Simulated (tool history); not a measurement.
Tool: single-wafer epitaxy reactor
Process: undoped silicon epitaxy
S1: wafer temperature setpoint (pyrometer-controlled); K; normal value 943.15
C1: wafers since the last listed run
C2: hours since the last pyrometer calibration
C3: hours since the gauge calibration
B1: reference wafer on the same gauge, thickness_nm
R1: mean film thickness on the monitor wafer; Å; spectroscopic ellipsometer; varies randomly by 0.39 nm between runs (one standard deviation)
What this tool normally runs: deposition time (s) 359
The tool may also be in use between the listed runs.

{"run": 1, "hour": 0.0, "S1": 943.15, "deposition time (s)": 359, "C1": 0, "C2": 1543.2, "C3": 412.7, "B1": 110.991, "R1": 982.73}
{"run": 2, "hour": 27.5, "S1": 943.15, "deposition time (s)": 359, "C1": 186, "C2": 1570.7, "C3": 440.2, "B1": 111.085, "R1": 978.48}
{"run": 3, "hour": 63.5, "S1": 943.15, "deposition time (s)": 359, "C1": 243, "C2": 1606.7, "C3": 476.2, "B1": 111.061, "R1": 988.93}
{"run": 4, "hour": 98.1, "S1": 943.15, "deposition time (s)": 359, "C1": 234, "C2": 1641.3, "C3": 510.8, "B1": 110.963, "R1": 986.35}
{"run": 5, "hour": 112.8, "S1": 943.15, "deposition time (s)": 359, "C1": 99, "C2": 1656, "C3": 525.5, "B1": 110.873, "R1": 990.08}
{"run": 6, "hour": 146.8, "S1": 943.15, "deposition time (s)": 359, "C1": 229, "C2": 1690, "C3": 559.5, "B1": 110.928, "R1": 985.46}
{"run": 7, "hour": 180.0, "S1": 943.15, "deposition time (s)": 359, "C1": 224, "C2": 1723.2, "C3": 592.7, "B1": 110.982, "R1": 993.33}
{"run": 8, "hour": 204.8, "S1": 943.15, "deposition time (s)": 359, "C1": 167, "C2": 1748, "C3": 617.5, "B1": 110.91, "R1": 987.43}
{"run": 9, "hour": 239.0, "S1": 943.15, "deposition time (s)": 359, "C1": 231, "C2": 1782.2, "C3": 651.7, "B1": 110.971, "R1": 985.92}
{"run": 10, "hour": 253.0, "S1": 943.15, "deposition time (s)": 359, "C1": 94, "C2": 1796.2, "C3": 665.7, "B1": 111.095, "R1": 987.92}
{"run": 11, "hour": 269.5, "S1": 949.15, "deposition time (s)": 359, "C1": 111, "C2": 1812.7, "C3": 682.2, "B1": 110.939, "R1": 1125.03}
{"run": 12, "hour": 336.3, "S1": 949.15, "deposition time (s)": 359, "C1": 451, "C2": 1879.5, "C3": 749, "B1": 111.023, "R1": 1127.15}
{"run": 13, "hour": 361.2, "S1": 949.15, "deposition time (s)": 359, "C1": 168, "C2": 1904.4, "C3": 773.9, "B1": 111.104, "R1": 1129.07}
{"run": 14, "hour": 392.1, "S1": 947.15, "deposition time (s)": 359, "C1": 209, "C2": 1935.3, "C3": 804.8, "B1": 110.992, "R1": 1092.07}
{"run": 15, "hour": 415.6, "S1": 947.15, "deposition time (s)": 359, "C1": 158, "C2": 1958.8, "C3": 828.3, "B1": 111.032, "R1": 1088.07}
{"run": 16, "hour": 446.2, "S1": 947.15, "deposition time (s)": 359, "C1": 206, "C2": 1989.4, "C3": 858.9, "B1": 110.915, "R1": 1087.54}
{"run": 17, "hour": 460.3, "S1": 943.15, "deposition time (s)": 310, "C1": 95, "C2": 2003.5, "C3": 873, "B1": 110.948, "R1": 853.13}
{"hour": 463.9, "done": "gauge calibrated"}
{"run": 18, "hour": 480.0, "S1": 943.15, "deposition time (s)": 359, "C1": 133, "C2": 2023.2, "C3": 16.1, "B1": 111.09, "R1": 988.36}
{"run": 19, "hour": 504.1, "S1": 939.15, "deposition time (s)": 359, "C1": 163, "C2": 2047.3, "C3": 40.2, "B1": 111.038, "R1": 902.01}
{"run": 20, "hour": 537.1, "S1": 954.15, "deposition time (s)": 300, "C1": 223, "C2": 2080.3, "C3": 73.2, "B1": 110.996, "R1": 1069.51}
{"run": 21, "hour": 558.8, "S1": 931.15, "deposition time (s)": 321, "C1": 146, "C2": 2102, "C3": 94.9, "B1": 110.957, "R1": 657.16}
{"run": 22, "hour": 594.6, "S1": 943.15, "deposition time (s)": 359, "C1": 242, "C2": 2137.8, "C3": 130.7, "B1": 111.022, "R1": 988.63}
{"run": 23, "hour": 615.6, "S1": 943.15, "deposition time (s)": 359, "C1": 142, "C2": 2158.8, "C3": 151.7, "B1": 111.006, "R1": 990.7}
{"run": 24, "hour": 668.0, "S1": 943.15, "deposition time (s)": 423, "C1": 354, "C2": 2211.2, "C3": 204.1, "B1": 110.935, "R1": 1163.5}
{"run": 25, "hour": 692.0, "S1": 948.15, "deposition time (s)": 389, "C1": 162, "C2": 2235.2, "C3": 228.1, "B1": 111.018, "R1": 1197.6}
{"run": 26, "hour": 723.9, "S1": 948.15, "deposition time (s)": 333, "C1": 215, "C2": 2267.1, "C3": 260, "B1": 111.047, "R1": 1030.63}
{"hour": 754.3, "done": "pyrometer calibrated"}
{"run": 27, "hour": 754.8, "S1": 937.15, "deposition time (s)": 409, "C1": 154, "C2": 0.5, "C3": 290.9, "B1": 110.991, "R1": 923.83}
{"run": 28, "hour": 768.3, "S1": 943.15, "deposition time (s)": 359, "C1": 91, "C2": 14, "C3": 304.4, "B1": 111.002, "R1": 937.29}
{"run": 29, "hour": 786.8, "S1": 943.15, "deposition time (s)": 359, "C1": 125, "C2": 32.5, "C3": 322.9, "B1": 110.971, "R1": 948.91}
{"run": 30, "hour": 817.7, "S1": 943.15, "deposition time (s)": 401, "C1": 209, "C2": 63.4, "C3": 353.8, "B1": 111.045, "R1": 1049.69}
{"run": 31, "hour": 835.5, "S1": 948.15, "deposition time (s)": 418, "C1": 120, "C2": 81.2, "C3": 371.6, "B1": 111.05, "R1": 1239.6}
{"run": 32, "hour": 859.4, "S1": 951.15, "deposition time (s)": 359, "C1": 161, "C2": 105.1, "C3": 395.5, "B1": 111.105, "R1": 1144.07}
{"run": 33, "hour": 872.9, "S1": 947.15, "deposition time (s)": 413, "C1": 91, "C2": 118.6, "C3": 409, "B1": 111.025, "R1": 1196.33}
{"run": 34, "hour": 890.1, "S1": 943.15, "deposition time (s)": 412, "C1": 116, "C2": 135.8, "C3": 426.2, "B1": 110.973, "R1": 1093.59}
{"run": 35, "hour": 906.4, "S1": 948.15, "deposition time (s)": 333, "C1": 110, "C2": 152.1, "C3": 442.5, "B1": 111.069, "R1": 994.98}
{"run": 36, "hour": 995.7, "S1": 934.15, "deposition time (s)": 378, "C1": 604, "C2": 241.4, "C3": 531.8, "B1": 111.021, "R1": 808.27}

What if the next run were any one of these 3? Each begins from the tool's condition after run 36:
{"run": "A", "hour": 996.2, "S1": 943.15, "deposition time (s)": 359, "C1": 3, "C2": 241.9, "C3": 532.3, "B1": "?", "R1": "?"}
{"run": "B", "hour": 996.2, "S1": 943.15, "deposition time (s)": 327, "C1": 3, "C2": 241.9, "C3": 532.3, "B1": "?", "R1": "?"}
{"run": "C", "hour": 996.2, "S1": 929.15, "deposition time (s)": 400, "C1": 3, "C2": 241.9, "C3": 532.3, "B1": "?", "R1": "?"}

run=A B1=110.99 R1=955.83
run=B B1=110.99 R1=870.63
run=C B1=110.99 R1=759.25
Without the tool's unlogged condition, the same runs would have read:
run=A R1=942.44
run=B R1=858.43
run=C R1=748.24

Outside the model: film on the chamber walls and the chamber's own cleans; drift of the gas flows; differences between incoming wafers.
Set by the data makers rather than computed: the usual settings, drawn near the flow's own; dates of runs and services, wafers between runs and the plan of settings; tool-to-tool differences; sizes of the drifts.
